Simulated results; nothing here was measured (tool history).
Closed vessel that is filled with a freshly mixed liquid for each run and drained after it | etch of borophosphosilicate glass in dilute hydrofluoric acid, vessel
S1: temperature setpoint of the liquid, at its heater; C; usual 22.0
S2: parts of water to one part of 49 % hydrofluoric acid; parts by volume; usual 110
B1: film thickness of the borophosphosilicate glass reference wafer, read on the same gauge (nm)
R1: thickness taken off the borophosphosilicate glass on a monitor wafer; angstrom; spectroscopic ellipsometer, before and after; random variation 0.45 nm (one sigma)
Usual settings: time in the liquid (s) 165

{"run": 1, "hour": 0.0, "S1": 22.0, "S2": 110, "time in the liquid (s)": 165, "B1": 50.0, "R1": 448.5}
{"run": 2, "hour": 74.5, "S1": 22.0, "S2": 125, "time in the liquid (s)": 205, "B1": 49.99, "R1": 476.5}
{"hour": 124.7, "done": "hydrofluoric acid flow meter replaced"}
{"run": 3, "hour": 166.1, "S1": 24.0, "S2": 110, "time in the liquid (s)": 165, "B1": 49.98, "R1": 536.7}
{"run": 4, "hour": 255.8, "S1": 22.0, "S2": 110, "time in the liquid (s)": 165, "B1": 49.98, "R1": 483.1}
{"run": 5, "hour": 362.3, "S1": 22.0, "S2": 110, "time in the liquid (s)": 165, "B1": 50.01, "R1": 477.9}
{"run": 6, "hour": 455.6, "S1": 22.0, "S2": 110, "time in the liquid (s)": 165, "B1": 50.02, "R1": 479.5}
{"run": 7, "hour": 496.9, "S1": 22.0, "S2": 110, "time in the liquid (s)": 165, "B1": 50.01, "R1": 478.0}
{"run": 8, "hour": 595.0, "S1": 22.0, "S2": 110, "time in the liquid (s)": 165, "B1": 49.97, "R1": 477.6}
{"hour": 653.7, "done": "thermometer replaced"}
{"run": 9, "hour": 681.1, "S1": 22.0, "S2": 110, "time in the liquid (s)": 165, "B1": 50.01, "R1": 477.5}
{"run": 10, "hour": 787.6, "S1": 23.5, "S2": 110, "time in the liquid (s)": 220, "B1": 49.98, "R1": 668.1}
{"run": 11, "hour": 844.4, "S1": 22.0, "S2": 110, "time in the liquid (s)": 165, "B1": 50.01, "R1": 461.9}
{"run": 12, "hour": 916.0, "S1": 22.0, "S2": 110, "time in the liquid (s)": 165, "B1": 49.98, "R1": 470.8}
{"run": 13, "hour": 954.1, "S1": 22.0, "S2": 80, "time in the liquid (s)": 165, "B1": 50.0, "R1": 668.4}
{"run": 14, "hour": 1048.0, "S1": 22.0, "S2": 90, "time in the liquid (s)": 100, "B1": 49.98, "R1": 360.1}
{"hour": 1079.9, "done": "gauge calibrated"}
{"run": 15, "hour": 1113.5, "S1": 22.0, "S2": 155, "time in the liquid (s)": 165, "B1": 50.04, "R1": 313.4}
{"run": 16, "hour": 1175.1, "S1": 22.0, "S2": 110, "time in the liquid (s)": 165, "B1": 49.98, "R1": 462.0}
{"run": 17, "hour": 1235.6, "S1": 22.0, "S2": 60, "time in the liquid (s)": 215, "B1": 50.01, "R1": 1179.6}
{"run": 18, "hour": 1333.9, "S1": 20.5, "S2": 110, "time in the liquid (s)": 165, "B1": 50.0, "R1": 432.5}
{"run": 19, "hour": 1392.4, "S1": 22.0, "S2": 110, "time in the liquid (s)": 165, "B1": 50.0, "R1": 451.4}
{"run": 20, "hour": 1456.1, "S1": 17.0, "S2": 140, "time in the liquid (s)": 90, "B1": 50.01, "R1": 151.9}
{"hour": 1473.6, "done": "hydrofluoric acid flow meter replaced"}
{"hour": 1569.2, "done": "thermometer replaced"}
{"run": 21, "hour": 1634.0, "S1": 22.0, "S2": 165, "time in the liquid (s)": 165, "B1": 50.02, "R1": 304.0}
{"run": 22, "hour": 1731.1, "S1": 22.0, "S2": 110, "time in the liquid (s)": 165, "B1": 50.0, "R1": 481.3}
{"run": 23, "hour": 1771.1, "S1": 22.0, "S2": 70, "time in the liquid (s)": 165, "B1": 50.02, "R1": 775.9}
{"run": 24, "hour": 1856.2, "S1": 18.5, "S2": 65, "time in the liquid (s)": 85, "B1": 50.01, "R1": 371.4}

Hidden state or all else? Some run-to-run changes of R1, split into what the settings, what came in and random variation would give without the hidden state, and what is left for the hidden state (with any gauge scatter that isn't in both results):
The hidden state here: liquid colder than its thermometer reads (K); hydrofluoric acid flow below the setpoint (%); gauge reads high (%).
Run 16 -> 17: S2 110 -> 60, time in the liquid (s) 165 -> 215. R1 +717.6 angstrom: hidden state -48.0, all else +765.6.
Run 17 -> 18: S1 22.0 -> 20.5, S2 60 -> 110, time in the liquid (s) 215 -> 165. R1 -747.1 angstrom: hidden state +45.9, all else -793.0.
